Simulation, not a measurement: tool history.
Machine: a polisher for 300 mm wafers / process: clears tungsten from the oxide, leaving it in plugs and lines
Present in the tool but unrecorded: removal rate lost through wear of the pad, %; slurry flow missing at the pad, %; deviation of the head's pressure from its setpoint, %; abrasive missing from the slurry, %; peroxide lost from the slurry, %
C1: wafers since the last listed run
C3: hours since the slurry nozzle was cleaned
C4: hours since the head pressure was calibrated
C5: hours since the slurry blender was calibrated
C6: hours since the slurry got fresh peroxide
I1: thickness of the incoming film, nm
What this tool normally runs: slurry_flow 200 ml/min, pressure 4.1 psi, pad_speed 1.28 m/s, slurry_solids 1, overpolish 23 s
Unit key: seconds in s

Run 1, hour 0: usual settings but slurry_solids 0.8; C1 0; wafers polished on this pad 422; C3 607.3; C4 25.7; C5 120.7; C6 45.8; I1 450.5. Result: seconds 99 s.
At hour 16: slurry blender recalibrated.
Run 2, hour 28: usual settings but slurry_solids 0.8; C1 147; wafers polished on this pad 570; C3 635.3; C4 53.7; C5 12; C6 73.8; I1 447.7. Result: seconds 92 s.
At hour 43.7: worn pad replaced by a new one.
Run 3, hour 48: usual settings but slurry_solids 0.8; C1 91; wafers polished on this pad 24; C3 655.3; C4 73.7; C5 32; C6 93.8; I1 451. Result: seconds 94.8 s.
At hour 67.9: slurry tank refilled with fresh slurry and peroxide.
Run 4, hour 68.4: usual settings; C1 110; wafers polished on this pad 134; C3 675.7; C4 94.1; C5 52.4; C6 0.5; I1 445.2. Result: seconds 83 s.
Run 5, hour 91.7: usual settings; C1 132; wafers polished on this pad 267; C3 699; C4 117.4; C5 75.7; C6 23.8; I1 451.9. Result: seconds 88.6 s.
Run 6, hour 113.3: usual settings but pressure 4.4 psi; C1 122; wafers polished on this pad 390; C3 720.6; C4 139; C5 97.3; C6 45.4; I1 448.2. Result: seconds 86.8 s.
At hour 125.9: slurry blender recalibrated.
Run 7, hour 147.4: usual settings but pressure 4.4 psi; C1 182; wafers polished on this pad 572; C3 754.7; C4 173.1; C5 21.5; C6 79.5; I1 451.6. Result: seconds 82.6 s.
Run 8, hour 175.9: usual settings; C1 162; wafers polished on this pad 734; C3 783.2; C4 201.6; C5 50; C6 108; I1 449.3. Result: seconds 94.9 s.
At hour 182.9: worn pad replaced by a new one.
Run 9, hour 192: usual settings; C1 68; wafers polished on this pad 51; C3 799.3; C4 217.7; C5 66.1; C6 124.1; I1 455.1. Result: seconds 95.6 s.
At hour 193.2: slurry tank refilled with fresh slurry and peroxide.
Run 10, hour 224.8: usual settings; C1 180; wafers polished on this pad 232; C3 832.1; C4 250.5; C5 98.9; C6 31.6; I1 454.4. Result: seconds 93.4 s.
At hour 235.4: slurry nozzle cleaned.
At hour 261.3: slurry blender recalibrated.
At hour 302: worn pad replaced by a new one.
Run 11, hour 310.5: usual settings but slurry_solids 0.8, overpolish 29 s; C1 447; wafers polished on this pad 48; C3 75.1; C4 336.2; C5 49.2; C6 117.3; I1 451.9. Result: seconds 95.8 s.
At hour 334: slurry tank refilled with fresh slurry and peroxide.
Run 12, hour 337.6: usual settings but slurry_solids 0.8; C1 148; wafers polished on this pad 196; C3 102.2; C4 363.3; C5 76.3; C6 3.6; I1 458.4. Result: seconds 90.5 s.
Run 13, hour 358.2: usual settings but slurry_flow 255 ml/min, slurry_solids 1.15; C1 117; wafers polished on this pad 313; C3 122.8; C4 383.9; C5 96.9; C6 24.2; I1 442.5. Result: seconds 84.3 s.
At hour 389.5: slurry blender recalibrated.
Run 14, hour 389.9: usual settings; C1 168; wafers polished on this pad 482; C3 154.5; C4 415.6; C5 0.4; C6 55.9; I1 449.5. Result: seconds 86.3 s.
At hour 415.7: worn pad replaced by a new one.
Run 15, hour 420.8: usual settings but pressure 3.4 psi, pad_speed 1.1 m/s, slurry_solids 1.25, overpolish 11 s; C1 153; wafers polished on this pad 29; C3 185.4; C4 446.5; C5 31.3; C6 86.8; I1 442.2. Result: seconds 115.8 s.
Run 16, hour 452.8: usual settings but pressure 5.1 psi, overpolish 31 s; C1 182; wafers polished on this pad 211; C3 217.4; C4 478.5; C5 63.3; C6 118.8; I1 454.8. Result: seconds 74.8 s.
At hour 456.5: head pressure recalibrated.
At hour 471.7: slurry tank refilled with fresh slurry and peroxide.
Run 17, hour 485.4: usual settings but slurry_flow 260 ml/min, overpolish 29 s; C1 168; wafers polished on this pad 379; C3 250; C4 28.9; C5 95.9; C6 13.7; I1 454.2. Result: seconds 87.8 s.
Run 18, hour 505: usual settings; C1 111; wafers polished on this pad 491; C3 269.6; C4 48.5; C5 115.5; C6 33.3; I1 453.7. Result: seconds 93.3 s.
At hour 517.2: slurry blender recalibrated.
Run 19, hour 520.5: usual settings but overpolish 35 s; C1 76; wafers polished on this pad 567; C3 285.1; C4 64; C5 3.3; C6 48.8; I1 451.1. Result: seconds 90.9 s.
At hour 526.6: worn pad replaced by a new one.
Run 20, hour 543.8: usual settings but slurry_flow 270 ml/min, pressure 2.7 psi, slurry_solids 0.9; C1 109; wafers polished on this pad 98; C3 308.4; C4 87.3; C5 26.6; C6 72.1; I1 451.3. Result: seconds 138.1 s.
Run 21, hour 576.8: usual settings but pad_speed 1.46 m/s; C1 187; wafers polished on this pad 285; C3 341.4; C4 120.3; C5 59.6; C6 105.1; I1 448. Result: seconds 84.2 s.
At hour 594.8: slurry tank refilled with fresh slurry and peroxide.
Run 22, hour 599.6: usual settings but slurry_flow 225 ml/min, pressure 4.8 psi; C1 124; wafers polished on this pad 409; C3 364.2; C4 143.1; C5 82.4; C6 4.8; I1 457.8. Result: seconds 75 s.
Run 23, hour 616.7: usual settings but slurry_flow 230 ml/min, pad_speed 1.7 m/s, slurry_solids 0.85; C1 97; wafers polished on this pad 507; C3 381.3; C4 160.2; C5 99.5; C6 21.9; I1 449.9. Result: seconds 73 s.

Subtracting, for every run, the result it would have given without the tool's unlogged condition from the measured result gives the following. The same run-to-run variation enters both numbers; the gauge's scatter may not:
run  seconds
  1    +12.2
  2     +7.6
  3     +9.3
  4     +3.6
  5     +8.1
  6    +10.7
  7     +9.6
  8      +13
  9    +14.2
 10    +11.5
 11    +11.5
 12     +5.5
 13     +8.8
 14     +6.8
 15    +12.4
 16     +9.7
 17       +8
 18    +11.7
 19     +7.7
 20    +15.1
 21    +11.4
 22     +4.9
 23     +7.2
